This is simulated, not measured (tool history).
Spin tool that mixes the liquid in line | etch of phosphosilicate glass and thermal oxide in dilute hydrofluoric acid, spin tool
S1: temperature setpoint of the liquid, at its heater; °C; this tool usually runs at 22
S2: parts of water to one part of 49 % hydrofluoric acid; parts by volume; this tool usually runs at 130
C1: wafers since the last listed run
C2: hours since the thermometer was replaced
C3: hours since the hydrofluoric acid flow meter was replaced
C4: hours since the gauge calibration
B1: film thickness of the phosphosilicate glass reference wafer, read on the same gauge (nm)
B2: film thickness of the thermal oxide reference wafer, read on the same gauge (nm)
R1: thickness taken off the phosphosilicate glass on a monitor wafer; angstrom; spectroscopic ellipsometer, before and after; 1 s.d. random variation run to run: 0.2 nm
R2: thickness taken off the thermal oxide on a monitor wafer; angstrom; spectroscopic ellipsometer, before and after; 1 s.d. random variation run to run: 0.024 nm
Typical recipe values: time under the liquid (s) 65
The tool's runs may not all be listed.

run 1 hour=0 | S1=22 S2=110 time_under_the_liquid_(s)=65 | C1=0 C2=2907.3 C3=1760.1 C4=208.3 | B1=150 B2=90.005 | R1=580.8 R2=29.58
run 2 hour=10.3 | S1=22 S2=110 time_under_the_liquid_(s)=65 | C1=138 C2=2917.6 C3=1770.4 C4=218.6 | B1=149.98 B2=89.973 | R1=575.1 R2=29.82
run 3 hour=25.2 | S1=22 S2=130 time_under_the_liquid_(s)=65 | C1=200 C2=2932.5 C3=1785.3 C4=233.5 | B1=150 B2=90.004 | R1=478.5 R2=24.87
run 4 hour=37.1 | S1=19.5 S2=130 time_under_the_liquid_(s)=65 | C1=160 C2=2944.4 C3=1797.2 C4=245.4 | B1=149.98 B2=89.999 | R1=433.2 R2=22.74
run 5 hour=51.3 | S1=19.5 S2=130 time_under_the_liquid_(s)=65 | C1=191 C2=2958.6 C3=1811.4 C4=259.6 | B1=150 B2=89.996 | R1=436.2 R2=22.22
run 6 hour=63.5 | S1=24.5 S2=130 time_under_the_liquid_(s)=75 | C1=164 C2=2970.8 C3=1823.6 C4=271.8 | B1=149.99 B2=89.964 | R1=615.2 R2=31.82
run 7 hour=78.8 | S1=22 S2=160 time_under_the_liquid_(s)=65 | C1=205 C2=2986.1 C3=1838.9 C4=287.1 | B1=149.99 B2=89.981 | R1=379.8 R2=19.72
run 8 hour=87 | S1=22 S2=130 time_under_the_liquid_(s)=65 | C1=110 C2=2994.3 C3=1847.1 C4=295.3 | B1=149.98 B2=89.981 | R1=480.1 R2=24.88
run 9 hour=97.1 | S1=22 S2=130 time_under_the_liquid_(s)=65 | C1=135 C2=3004.4 C3=1857.2 C4=305.4 | B1=149.97 B2=90.003 | R1=483.4 R2=24.53
run 10 hour=103.9 | S1=19 S2=160 time_under_the_liquid_(s)=65 | C1=91 C2=3011.2 C3=1864 C4=312.2 | B1=150 B2=89.952 | R1=338.1 R2=17.09
-- hour=108.8 thermometer replaced
run 11 hour=116.2 | S1=22 S2=165 time_under_the_liquid_(s)=75 | C1=152 C2=7.4 C3=1876.3 C4=324.5 | B1=149.99 B2=90.034 | R1=421.2 R2=21.49
run 12 hour=130.6 | S1=22 S2=130 time_under_the_liquid_(s)=65 | C1=193 C2=21.8 C3=1890.7 C4=338.9 | B1=150.03 B2=89.995 | R1=478.3 R2=24.63
run 13 hour=138.1 | S1=27 S2=80 time_under_the_liquid_(s)=90 | C1=100 C2=29.3 C3=1898.2 C4=346.4 | B1=149.98 B2=89.958 | R1=1415.2 R2=73.01
-- hour=144.5 gauge calibrated
run 14 hour=147.5 | S1=22 S2=130 time_under_the_liquid_(s)=85 | C1=126 C2=38.7 C3=1907.6 C4=3 | B1=150.01 B2=90.031 | R1=631.9 R2=32.31
run 15 hour=187.4 | S1=18.5 S2=130 time_under_the_liquid_(s)=45 | C1=536 C2=78.6 C3=1947.5 C4=42.9 | B1=149.99 B2=90.04 | R1=288.4 R2=15.01
-- hour=197.4 hydrofluoric acid flow meter replaced
run 16 hour=201.6 | S1=20.5 S2=75 time_under_the_liquid_(s)=65 | C1=177 C2=92.8 C3=4.2 C4=57.1 | B1=150.03 B2=90.003 | R1=896.9 R2=46.43
run 17 hour=218.5 | S1=26 S2=130 time_under_the_liquid_(s)=35 | C1=227 C2=109.7 C3=21.1 C4=74 | B1=149.99 B2=90 | R1=328.8 R2=16.99
run 18 hour=233.7 | S1=23.5 S2=180 time_under_the_liquid_(s)=65 | C1=204 C2=124.9 C3=36.3 C4=89.2 | B1=149.99 B2=90.014 | R1=380.5 R2=19.5
run 19 hour=245.1 | S1=23.5 S2=165 time_under_the_liquid_(s)=95 | C1=153 C2=136.3 C3=47.7 C4=100.6 | B1=150.01 B2=90.018 | R1=617.7 R2=32.42
run 20 hour=254.3 | S1=22 S2=130 time_under_the_liquid_(s)=65 | C1=123 C2=145.5 C3=56.9 C4=109.8 | B1=149.97 B2=89.994 | R1=522.3 R2=26.82
-- hour=255.9 hydrofluoric acid flow meter replaced, repeated, since the last time left the tool worse
run 21 hour=267.2 | S1=25 S2=170 time_under_the_liquid_(s)=25 | C1=160 C2=158.4 C3=11.3 C4=122.7 | B1=150.02 B2=89.985 | R1=140.5 R2=7.24
run 22 hour=277.3 | S1=22 S2=130 time_under_the_liquid_(s)=30 | C1=135 C2=168.5 C3=21.4 C4=132.8 | B1=149.98 B2=90.012 | R1=205.4 R2=10.52
run 23 hour=285.3 | S1=22 S2=190 time_under_the_liquid_(s)=65 | C1=107 C2=176.5 C3=29.4 C4=140.8 | B1=149.97 B2=89.969 | R1=283.3 R2=14.59
run 24 hour=297.3 | S1=22 S2=130 time_under_the_liquid_(s)=65 | C1=161 C2=188.5 C3=41.4 C4=152.8 | B1=150.01 B2=90.041 | R1=444.1 R2=22.99
run 25 hour=311.6 | S1=22 S2=130 time_under_the_liquid_(s)=65 | C1=192 C2=202.8 C3=55.7 C4=167.1 | B1=150.01 B2=90.012 | R1=445.8 R2=22.87
run 26 hour=321.7 | S1=22 S2=130 time_under_the_liquid_(s)=65 | C1=135 C2=212.9 C3=65.8 C4=177.2 | B1=150.02 B2=89.997 | R1=443.6 R2=23

Below are 3 alternative next runs, each starting from the tool's condition after run 26. Predict each:
run A hour=322.1 | S1=22 S2=130 time_under_the_liquid_(s)=65 | C1=5 C2=213.3 C3=66.2 C4=177.6 | B1=? B2=? | R1=? R2=?
run B hour=322.1 | S1=19.5 S2=175 time_under_the_liquid_(s)=105 | C1=5 C2=213.3 C3=66.2 C4=177.6 | B1=? B2=? | R1=? R2=?
run C hour=322.1 | S1=25.5 S2=115 time_under_the_liquid_(s)=95 | C1=5 C2=213.3 C3=66.2 C4=177.6 | B1=? B2=? | R1=? R2=?

run=A B1=149.97 B2=89.974 R1=442.8 R2=22.67
run=B B1=149.97 B2=89.974 R1=459.2 R2=23.51
run=C B1=149.97 B2=89.974 R1=853.8 R2=43.72
Had the tool no hidden state, the same runs would have come out as:
run=A R1=441.2 R2=22.59
run=B R1=457.4 R2=23.42
run=C R1=850.6 R2=43.56

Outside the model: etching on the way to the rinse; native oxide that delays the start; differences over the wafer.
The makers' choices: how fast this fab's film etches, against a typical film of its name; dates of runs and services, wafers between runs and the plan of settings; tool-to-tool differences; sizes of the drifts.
